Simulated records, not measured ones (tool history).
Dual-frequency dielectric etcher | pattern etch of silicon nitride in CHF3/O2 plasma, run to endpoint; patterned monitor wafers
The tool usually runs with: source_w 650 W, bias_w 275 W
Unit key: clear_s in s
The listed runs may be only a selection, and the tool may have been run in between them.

run,hour,source_w,bias_w,"incoming incoming film thickness, nm",clear_s
1,0.0,650,275,72.9,39.7
2,27.6,610,315,74.0,39.1
3,62.5,650,275,73.4,39.7
4,86.2,650,275,73.6,40.3
5,104.7,750,275,73.4,38.2
6,133.1,750,275,73.4,38.4
7,162.8,750,275,74.1,39.2
8,193.3,650,275,73.7,40.6
9,217.0,650,275,72.8,40.3
10,261.8,700,275,73.3,37.7
11,267.7,580,295,73.4,38.9
12,286.9,560,241,74.0,41.5
13,310.2,650,293,73.6,38.1
14,334.0,650,275,73.7,38.9
15,351.8,730,246,73.8,39.3
16,366.5,740,295,73.0,37.2
17,393.1,600,331,73.1,37.8
18,408.8,510,253,73.9,41.9
19,430.4,650,248,73.7,40.7
20,461.4,650,275,73.6,39.5
21,490.5,700,325,73.5,37.4

The log once held 4 entries between its listed runs, left out of this copy. Where does each go, and what is different about the tool's unlogged condition between the listed run before it and the listed run after it?
In the gap between runs 7 and 8: source power generator calibrated (hour 183.0)
  etch rate over this chamber's usual, %: -4.69 -> -4.99
  the result without the hidden state subtracted from the measured one, clear_s: +1.9 -> +2.0 s
In the gap between runs 9 and 10: wet clean of the chamber (hour 250.7); upper electrode replaced, of another model than before (hour 261.3)
  etch rate over this chamber's usual, %: -5.23 -> -0.296
  the result without the hidden state subtracted from the measured one, clear_s: +2.1 -> +0.1 s
In the gap between runs 10 and 11: bias power generator calibrated (hour 267.2)
  etch rate over this chamber's usual, %: -0.296 -> -0.355
  the result without the hidden state subtracted from the measured one, clear_s: +0.1 -> +0.1 s

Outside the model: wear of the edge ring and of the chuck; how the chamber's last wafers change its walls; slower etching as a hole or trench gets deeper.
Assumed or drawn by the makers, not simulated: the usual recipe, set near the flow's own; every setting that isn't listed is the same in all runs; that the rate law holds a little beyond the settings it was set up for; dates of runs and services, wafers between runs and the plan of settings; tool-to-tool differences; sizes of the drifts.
